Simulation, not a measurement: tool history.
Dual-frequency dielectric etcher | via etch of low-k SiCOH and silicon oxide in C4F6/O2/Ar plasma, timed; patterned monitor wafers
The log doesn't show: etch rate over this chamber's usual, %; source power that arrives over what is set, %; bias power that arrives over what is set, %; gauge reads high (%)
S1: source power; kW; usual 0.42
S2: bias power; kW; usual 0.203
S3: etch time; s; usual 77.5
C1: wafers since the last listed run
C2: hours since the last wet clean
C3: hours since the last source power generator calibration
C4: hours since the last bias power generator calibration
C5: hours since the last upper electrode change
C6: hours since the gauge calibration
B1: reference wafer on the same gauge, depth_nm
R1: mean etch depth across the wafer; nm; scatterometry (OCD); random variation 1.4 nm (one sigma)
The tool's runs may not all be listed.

Run 1, day 0: usual settings; C1 0; C2 224.6; C3 86.5; C4 1289.7; C5 2045.6; C6 1441.8; B1 195.2. Result: R1 226.3 nm.
Run 2, day 2.229: usual settings; C1 517; C2 278.1; C3 140; C4 1343.2; C5 2099.1; C6 1495.3; B1 195.1. Result: R1 223.9 nm.
Run 3, day 3.95: usual settings; C1 399; C2 319.4; C3 181.3; C4 1384.5; C5 2140.4; C6 1536.6; B1 195.2. Result: R1 228.6 nm.
Run 4, day 5.3: usual settings; C1 313; C2 351.8; C3 213.7; C4 1416.9; C5 2172.8; C6 1569; B1 194.8. Result: R1 228.2 nm.
Run 5, day 7.042: usual settings; C1 404; C2 393.6; C3 255.5; C4 1458.7; C5 2214.6; C6 1610.8; B1 195.1. Result: R1 226.5 nm.
At day 8.967: wet clean of the chamber.
Run 6, day 9.346: usual settings but S2 0.166 kW; C1 302; C2 9.1; C3 310.8; C4 1514; C5 2269.9; C6 1666.1; B1 195. Result: R1 211.7 nm.
Run 7, day 10.817: usual settings but S2 0.166 kW; C1 341; C2 44.4; C3 346.1; C4 1549.3; C5 2305.2; C6 1701.4; B1 195.4. Result: R1 212.2 nm.
At day 15.588: gauge calibrated.
Run 8, day 16.229: usual settings but S1 0.36 kW, S2 0.246 kW, S3 67 s; C1 1256; C2 174.3; C3 476; C4 1679.2; C5 2435.1; C6 15.4; B1 194.7. Result: R1 192.6 nm.
Run 9, day 17.838: usual settings but S1 0.48 kW; C1 373; C2 212.9; C3 514.6; C4 1717.8; C5 2473.7; C6 54; B1 195.2. Result: R1 238 nm.
Run 10, day 20.633: usual settings but S1 0.51 kW, S2 0.222 kW, S3 68.5 s; C1 648; C2 280; C3 581.7; C4 1784.9; C5 2540.8; C6 121.1; B1 195.4. Result: R1 218 nm.
Run 11, day 23.458: usual settings but S1 0.51 kW; C1 655; C2 347.8; C3 649.5; C4 1852.7; C5 2608.6; C6 188.9; B1 195. Result: R1 244.8 nm.
Run 12, day 26.271: usual settings; C1 652; C2 415.3; C3 717; C4 1920.2; C5 2676.1; C6 256.4; B1 194.9. Result: R1 230.1 nm.
Run 13, day 27.546: usual settings but S2 0.231 kW; C1 295; C2 445.9; C3 747.6; C4 1950.8; C5 2706.7; C6 287; B1 194.6. Result: R1 238.1 nm.
At day 29.383: bias power generator calibrated.
Run 14, day 29.404: usual settings but S1 0.38 kW, S3 59.5 s; C1 392; C2 490.5; C3 792.2; C4 0.5; C5 2751.3; C6 331.6; B1 195.1. Result: R1 172 nm.
At day 30.708: upper electrode replaced, of another model than before.
Run 15, day 31.346: usual settings but S1 0.48 kW, S2 0.164 kW, S3 98 s; C1 218; C2 537.1; C3 838.8; C4 47.1; C5 15.3; C6 378.2; B1 194.7. Result: R1 291.2 nm.
At day 33.508: wet clean of the chamber.
Run 16, day 34.258: usual settings but S1 0.33 kW, S2 0.253 kW; C1 443; C2 18; C3 908.7; C4 117; C5 85.2; C6 448.1; B1 194.8. Result: R1 222.4 nm.
Run 17, day 37.238: usual settings but S3 89.5 s; C1 691; C2 89.5; C3 980.2; C4 188.5; C5 156.7; C6 519.6; B1 194.6. Result: R1 258.5 nm.
Run 18, day 38.788: usual settings but S3 54.5 s; C1 359; C2 126.7; C3 1017.4; C4 225.7; C5 193.9; C6 556.8; B1 194.8. Result: R1 158.5 nm.
Run 19, day 41.175: usual settings but S1 0.37 kW, S2 0.157 kW, S3 95 s; C1 554; C2 184; C3 1074.7; C4 283; C5 251.2; C6 614.1; B1 195.2. Result: R1 261.9 nm.
Run 20, day 43.112: usual settings but S1 0.38 kW, S2 0.24 kW, S3 71 s; C1 449; C2 230.5; C3 1121.2; C4 329.5; C5 297.7; C6 660.6; B1 194.9. Result: R1 209.7 nm.
Run 21, day 44.496: usual settings; C1 321; C2 263.7; C3 1154.4; C4 362.7; C5 330.9; C6 693.8; B1 195.1. Result: R1 228.5 nm.
Run 22, day 45.562: usual settings but S1 0.48 kW, S3 90 s; C1 247; C2 289.3; C3 1180; C4 388.3; C5 356.5; C6 719.4; B1 194.7. Result: R1 273.2 nm.
Run 23, day 47.625: usual settings but S1 0.52 kW, S2 0.158 kW, S3 59 s; C1 478; C2 338.8; C3 1229.5; C4 437.8; C5 406; C6 768.9; B1 195.2. Result: R1 175.5 nm.
Run 24, day 48.712: usual settings but S1 0.47 kW, S3 67.5 s; C1 252; C2 364.9; C3 1255.6; C4 463.9; C5 432.1; C6 795; B1 194.7. Result: R1 204.5 nm.
Run 25, day 50.542: usual settings but S1 0.45 kW, S2 0.236 kW; C1 424; C2 408.8; C3 1299.5; C4 507.8; C5 476; C6 838.9; B1 195. Result: R1 242.4 nm.
Run 26, day 51.838: usual settings but S3 89 s; C1 300; C2 439.9; C3 1330.6; C4 538.9; C5 507.1; C6 870; B1 195.4. Result: R1 263.4 nm.
Run 27, day 53.242: usual settings but S1 0.49 kW, S3 99 s; C1 325; C2 473.6; C3 1364.3; C4 572.6; C5 540.8; C6 903.7; B1 194.9. Result: R1 305.1 nm.
At day 55.088: wet clean of the chamber.
Run 28, day 55.108: usual settings; C1 201; C2 0.5; C3 1409.1; C4 617.4; C5 585.6; C6 948.5; B1 195.6. Result: R1 221.4 nm.
Run 29, day 56.508: usual settings but S1 0.47 kW, S2 0.24 kW, S3 94 s; C1 324; C2 34.1; C3 1442.7; C4 651; C5 619.2; C6 982.1; B1 195. Result: R1 281.9 nm.

What the log doesn't show, run by run:
source power that arrives over what is set, %: 0 in every run
bias power that arrives over what is set, %: 0 in every run
gauge reads high (%): 0 in every run
H1: etch rate over this chamber's usual, %
run      H1
  1    1.85
  2    2.41
  3    2.83
  4    3.16
  5    3.59
  6   0.093
  7   0.456
  8    1.79
  9    2.19
 10    2.88
 11    3.58
 12    4.27
 13    4.59
 14    5.05
 15    5.53
 16   0.584
 17    1.32
 18     1.7
 19    2.29
 20    2.77
 21    3.11
 22    3.38
 23    3.89
 24    4.16
 25    4.61
 26    4.93
 27    5.27
 28  -0.166
 29    0.18

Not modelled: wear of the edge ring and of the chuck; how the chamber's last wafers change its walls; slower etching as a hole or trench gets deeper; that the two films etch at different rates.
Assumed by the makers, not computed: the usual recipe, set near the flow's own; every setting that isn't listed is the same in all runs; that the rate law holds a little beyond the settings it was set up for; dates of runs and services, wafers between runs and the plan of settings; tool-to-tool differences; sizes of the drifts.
